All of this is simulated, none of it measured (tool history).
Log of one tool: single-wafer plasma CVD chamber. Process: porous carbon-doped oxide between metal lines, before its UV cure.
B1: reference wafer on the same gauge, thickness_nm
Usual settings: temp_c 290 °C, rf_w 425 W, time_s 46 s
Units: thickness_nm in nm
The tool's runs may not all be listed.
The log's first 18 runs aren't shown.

{"hour": 1107.7, "done": "showerhead replaced"}
{"run": 19, "hour": 1129.5, "temp_c": 277, "rf_w": 380, "time_s": 54.9, "B1": 228.907, "thickness_nm": 259.211}
{"run": 20, "hour": 1279.4, "temp_c": 290, "rf_w": 355, "time_s": 46, "B1": 228.411, "thickness_nm": 189.065}
{"run": 21, "hour": 1342.2, "temp_c": 286, "rf_w": 370, "time_s": 48.4, "B1": 229.066, "thickness_nm": 212.154}
{"run": 22, "hour": 1388.8, "temp_c": 290, "rf_w": 390, "time_s": 46, "B1": 229.183, "thickness_nm": 209.849}
{"run": 23, "hour": 1415.8, "temp_c": 290, "rf_w": 425, "time_s": 54, "B1": 229.48, "thickness_nm": 265.247}
{"run": 24, "hour": 1480.3, "temp_c": 290, "rf_w": 425, "time_s": 46, "B1": 228.643, "thickness_nm": 226.455}
{"hour": 1485.5, "done": "gauge calibrated"}
{"run": 25, "hour": 1523.4, "temp_c": 290, "rf_w": 425, "time_s": 37.9, "B1": 228.74, "thickness_nm": 187.957}
{"run": 26, "hour": 1580.7, "temp_c": 290, "rf_w": 465, "time_s": 46, "B1": 228.91, "thickness_nm": 249.358}
{"run": 27, "hour": 1620.5, "temp_c": 285, "rf_w": 450, "time_s": 52.6, "B1": 228.24, "thickness_nm": 280.841}
{"run": 28, "hour": 1680.4, "temp_c": 290, "rf_w": 425, "time_s": 46, "B1": 229.153, "thickness_nm": 227.193}
{"hour": 1711.9, "done": "thermocouple changed; heater temperature recalibrated"}
{"run": 29, "hour": 1749.3, "temp_c": 290, "rf_w": 365, "time_s": 43.4, "B1": 229.426, "thickness_nm": 189.198}
{"run": 30, "hour": 1799.1, "temp_c": 297, "rf_w": 425, "time_s": 39.3, "B1": 228.673, "thickness_nm": 191.353}
{"run": 31, "hour": 1870.7, "temp_c": 278, "rf_w": 425, "time_s": 46, "B1": 228.907, "thickness_nm": 247.287}
{"run": 32, "hour": 1924.4, "temp_c": 304, "rf_w": 465, "time_s": 46, "B1": 229.355, "thickness_nm": 233.619}
{"hour": 1938.0, "done": "RF generator calibrated"}
{"run": 33, "hour": 1962.2, "temp_c": 290, "rf_w": 425, "time_s": 46, "B1": 228.696, "thickness_nm": 230.434}

5 ways to go on from here, each from the tool as it stands after run 33. What would each give?
{"run": "A", "hour": 1962.6, "temp_c": 283, "rf_w": 425, "time_s": 46, "B1": "?", "thickness_nm": "?"}
{"run": "B", "hour": 1962.6, "temp_c": 276, "rf_w": 425, "time_s": 46, "B1": "?", "thickness_nm": "?"}
{"run": "C", "hour": 1962.6, "temp_c": 278, "rf_w": 360, "time_s": 43.2, "B1": "?", "thickness_nm": "?"}
{"run": "D", "hour": 1962.6, "temp_c": 302, "rf_w": 425, "time_s": 46, "B1": "?", "thickness_nm": "?"}
{"run": "E", "hour": 1962.6, "temp_c": 280, "rf_w": 460, "time_s": 46, "B1": "?", "thickness_nm": "?"}

run=A B1=229.065 thickness_nm=238.67
run=B B1=229.065 thickness_nm=248.085
run=C B1=229.065 thickness_nm=195.127
run=D B1=229.065 thickness_nm=216.207
run=E B1=229.065 thickness_nm=260.995
Without the tool's hidden state the same runs would have given:
run=A thickness_nm=240.822
run=B thickness_nm=250.39
run=C thickness_nm=196.92
run=D thickness_nm=217.961
run=E thickness_nm=263.371
